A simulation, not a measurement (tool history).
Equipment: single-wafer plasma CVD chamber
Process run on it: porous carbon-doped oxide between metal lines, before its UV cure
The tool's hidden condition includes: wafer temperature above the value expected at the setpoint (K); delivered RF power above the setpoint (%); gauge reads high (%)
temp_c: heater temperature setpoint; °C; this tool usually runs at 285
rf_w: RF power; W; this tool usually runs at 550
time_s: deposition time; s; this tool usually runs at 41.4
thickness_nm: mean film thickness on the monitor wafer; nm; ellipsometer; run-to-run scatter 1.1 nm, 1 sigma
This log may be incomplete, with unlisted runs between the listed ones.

run    hour  temp_c  rf_w  time_s  wafers since the last listed run  hours since the last thermocouple change  hours since the last RF generator calibration  hours since the showerhead was replaced  hours since the gauge calibration  read-back reference wafer on the same gauge, thickness_nm  thickness_nm
  1     0.0     285   550    41.4                                 0                                    1211.9                                         1373.3                                   3709.3                              315.8                                                    271.681       284.302
  2    68.0     285   550    41.4                              1468                                    1279.9                                         1441.3                                   3777.3                              383.8                                                    271.983       282.786
  3   140.0     285   550    41.4                              1554                                    1351.9                                         1513.3                                   3849.3                              455.8                                                    271.719       283.184
  4   368.8     285   550    41.4                              4940                                    1580.7                                         1742.1                                   4078.1                              684.6                                                    272.158       282.255
  5   432.9     285   550    41.4                              1384                                    1644.8                                         1806.2                                   4142.2                              748.7                                                    271.771       281.077
  6   485.2     285   550    37.0                              1129                                    1697.1                                         1858.5                                   4194.5                              801.0                                                    271.989       250.882
  7   534.5     285   550    37.0                              1064                                    1746.4                                         1907.8                                   4243.8                              850.3                                                    272.006       250.317
  8   640.7     285   550    38.7                              2293                                    1852.6                                         2014.0                                   4350.0                              956.5                                                    272.244       261.002
  9   748.5     285   550    41.4                              2327                                    1960.4                                         2121.8                                   4457.8                             1064.3                                                    272.173       277.042
 10   790.6     285   550    41.4                               909                                    2002.5                                         2163.9                                   4499.9                             1106.4                                                    272.127       276.710
      826.6  -- RF generator calibrated
 11   847.8     285   550    41.4                              1062                                    2059.7                                           21.2                                   4557.1                             1163.6                                                    272.038       289.349
      861.9  -- gauge calibrated
 12   903.7     292   605    45.1                              1207                                    2115.6                                           77.1                                   4613.0                               41.8                                                    271.813       333.515
 13   942.8     285   510    41.4                               844                                    2154.7                                          116.2                                   4652.1                               80.9                                                    271.692       269.734
     1004.8  -- thermocouple changed; heater temperature recalibrated
 14  1045.6     296   615    41.4                              2046                                      40.8                                          219.0                                   4754.9                              183.7                                                    271.901       303.280
 15  1111.1     285   620    41.4                              1414                                     106.3                                          284.5                                   4820.4                              249.2                                                    271.782       325.023
     1154.3  -- showerhead replaced
 16  1164.0     280   625    47.5                               969                                     159.2                                          337.4                                      9.7                              302.1                                                    272.135       382.528
 17  1227.5     285   550    41.4                              1371                                     222.7                                          400.9                                     73.2                              365.6                                                    271.990       291.144
 18  1309.1     285   550    41.4                              1761                                     304.3                                          482.5                                    154.8                              447.2                                                    272.397       291.687
 19  1406.9     280   490    34.3                              2111                                     402.1                                          580.3                                    252.6                              545.0                                                    271.956       220.356
 20  1473.9     279   500    49.4                              1446                                     469.1                                          647.3                                    319.6                              612.0                                                    271.932       325.572
 21  1558.8     295   475    41.4                              1833                                     554.0                                          732.2                                    404.5                              696.9                                                    272.221       235.160
 22  1613.6     277   465    44.9                              1183                                     608.8                                          787.0                                    459.3                              751.7                                                    271.757       275.819
 23  1709.2     277   465    44.9                              2064                                     704.4                                          882.6                                    554.9                              847.3                                                    271.948       272.640

What was the tool's hidden state at every run in the log?
wafer temperature above the value expected at the setpoint (K): 0 at every run
gauge reads high (%): 0 at every run
H1: delivered RF power above the setpoint (%)
run      H1
  1   -2.31
  2   -2.49
  3   -2.69
  4   -3.38
  5   -3.59
  6   -3.77
  7   -3.95
  8   -4.33
  9   -4.75
 10   -4.92
 11  -0.163
 12  -0.168
 13  -0.175
 14  -0.207
 15  -0.237
 16  -0.268
 17  -0.312
 18  -0.379
 19  -0.475
 20  -0.552
 21  -0.661
 22  -0.738
 23  -0.887
